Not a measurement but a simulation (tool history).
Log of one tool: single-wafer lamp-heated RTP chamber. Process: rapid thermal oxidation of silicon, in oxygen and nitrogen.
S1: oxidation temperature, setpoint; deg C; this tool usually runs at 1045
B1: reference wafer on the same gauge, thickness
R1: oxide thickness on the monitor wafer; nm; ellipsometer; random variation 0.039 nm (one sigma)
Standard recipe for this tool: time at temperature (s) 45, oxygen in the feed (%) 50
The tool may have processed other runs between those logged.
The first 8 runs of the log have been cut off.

Run 9, hour 582.3: usual settings but oxygen in the feed (%) 43; B1 7.239. Result: R1 6.061 nm.
At hour 604.7: gauge calibrated.
Run 10, hour 632.6: usual settings; B1 7.535. Result: R1 6.675 nm.
Run 11, hour 735.3: usual settings; B1 7.56. Result: R1 6.658 nm.
Run 12, hour 823.7: usual settings but S1 1055 deg C, time at temperature (s) 29; B1 7.517. Result: R1 5.941 nm.
Run 13, hour 899.5: usual settings but S1 1055 deg C, time at temperature (s) 29; B1 7.528. Result: R1 5.963 nm.
At hour 959.7: pyrometer window cleaned and pyrometer calibrated.
Run 14, hour 960.8: usual settings but S1 1055 deg C, time at temperature (s) 29; B1 7.517. Result: R1 5.91 nm.
Run 15, hour 1042.9: usual settings; B1 7.49. Result: R1 6.636 nm.
Run 16, hour 1148.3: usual settings but oxygen in the feed (%) 74; B1 7.449. Result: R1 7.534 nm.
Run 17, hour 1214.2: usual settings but S1 1027 deg C, time at temperature (s) 58; B1 7.469. Result: R1 6.599 nm.
At hour 1232: oxygen flow controller replaced.
Run 18, hour 1272.2: usual settings but time at temperature (s) 62; B1 7.458. Result: R1 7.581 nm.
Run 19, hour 1325.5: usual settings but S1 1075 deg C, time at temperature (s) 27, oxygen in the feed (%) 37; B1 7.428. Result: R1 5.773 nm.

Predict the results of run 20:
Run 20, hour 1371: usual settings but S1 1034 deg C; B1 ?. Result: R1 ?.

For run 20 the tool returned B1 7.434, R1 6.018 nm.
On a tool with no hidden condition, and with the same random variation, this run would have come out at R1 6.098 nm.

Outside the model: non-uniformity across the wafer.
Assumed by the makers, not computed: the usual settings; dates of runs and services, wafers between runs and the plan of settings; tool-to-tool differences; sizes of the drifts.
